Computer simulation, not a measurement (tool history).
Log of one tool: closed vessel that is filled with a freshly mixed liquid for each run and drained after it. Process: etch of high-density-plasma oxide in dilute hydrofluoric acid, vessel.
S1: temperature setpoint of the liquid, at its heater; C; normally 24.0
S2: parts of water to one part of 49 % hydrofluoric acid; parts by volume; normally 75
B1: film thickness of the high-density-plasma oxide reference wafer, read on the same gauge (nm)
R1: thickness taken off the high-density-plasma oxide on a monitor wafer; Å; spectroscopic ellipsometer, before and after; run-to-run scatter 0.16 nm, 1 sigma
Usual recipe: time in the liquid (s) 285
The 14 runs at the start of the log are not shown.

run 15 hour=794.6 | S1=28.5 S2=110 time_in_the_liquid_(s)=190 | B1=80.02 | R1=133.4
run 16 hour=842.9 | S1=26.0 S2=60 time_in_the_liquid_(s)=210 | B1=79.98 | R1=260.1
-- hour=898.4 thermometer replaced
run 17 hour=908.4 | S1=19.5 S2=45 time_in_the_liquid_(s)=285 | B1=80.01 | R1=364.5
run 18 hour=938.1 | S1=21.0 S2=90 time_in_the_liquid_(s)=160 | B1=80.01 | R1=103.6
run 19 hour=999.2 | S1=24.0 S2=75 time_in_the_liquid_(s)=285 | B1=79.99 | R1=257.8
run 20 hour=1025.4 | S1=29.0 S2=95 time_in_the_liquid_(s)=335 | B1=80.01 | R1=283.7
run 21 hour=1052.6 | S1=24.0 S2=75 time_in_the_liquid_(s)=285 | B1=79.99 | R1=254.5
run 22 hour=1087.0 | S1=24.0 S2=75 time_in_the_liquid_(s)=195 | B1=80.00 | R1=175.5
run 23 hour=1151.4 | S1=24.0 S2=75 time_in_the_liquid_(s)=180 | B1=79.99 | R1=162.4
run 24 hour=1187.1 | S1=24.0 S2=60 time_in_the_liquid_(s)=195 | B1=80.00 | R1=225.2
-- hour=1196.9 hydrofluoric acid flow meter replaced
run 25 hour=1246.8 | S1=22.0 S2=55 time_in_the_liquid_(s)=220 | B1=80.03 | R1=249.2
run 26 hour=1364.8 | S1=24.0 S2=75 time_in_the_liquid_(s)=285 | B1=80.00 | R1=246.9
run 27 hour=1414.2 | S1=20.0 S2=75 time_in_the_liquid_(s)=160 | B1=79.98 | R1=119.0
run 28 hour=1484.4 | S1=26.5 S2=40 time_in_the_liquid_(s)=285 | B1=79.99 | R1=546.6
run 29 hour=1601.9 | S1=21.0 S2=100 time_in_the_liquid_(s)=285 | B1=80.02 | R1=162.2
run 30 hour=1668.5 | S1=24.0 S2=35 time_in_the_liquid_(s)=420 | B1=80.01 | R1=836.9
-- hour=1692.7 thermometer replaced
run 31 hour=1712.0 | S1=19.5 S2=95 time_in_the_liquid_(s)=285 | B1=79.99 | R1=162.4
run 32 hour=1782.5 | S1=26.5 S2=60 time_in_the_liquid_(s)=180 | B1=80.00 | R1=222.0
run 33 hour=1826.3 | S1=20.5 S2=85 time_in_the_liquid_(s)=330 | B1=80.02 | R1=219.9

Alternative continuations, all from the tool just after run 33; predict every row:
run A hour=1827.0 | S1=24.0 S2=75 time_in_the_liquid_(s)=285 | B1=? | R1=?
run B hour=1827.0 | S1=24.0 S2=35 time_in_the_liquid_(s)=285 | B1=? | R1=?
run C hour=1827.0 | S1=29.0 S2=50 time_in_the_liquid_(s)=435 | B1=? | R1=?

run=A B1=80.01 R1=253.4
run=B B1=80.01 R1=571.7
run=C B1=80.01 R1=732.9
Take away the tool's hidden state, keep each run's random variation, and the runs would have read:
run=A R1=246.5
run=B R1=556.7
run=C R1=713.3
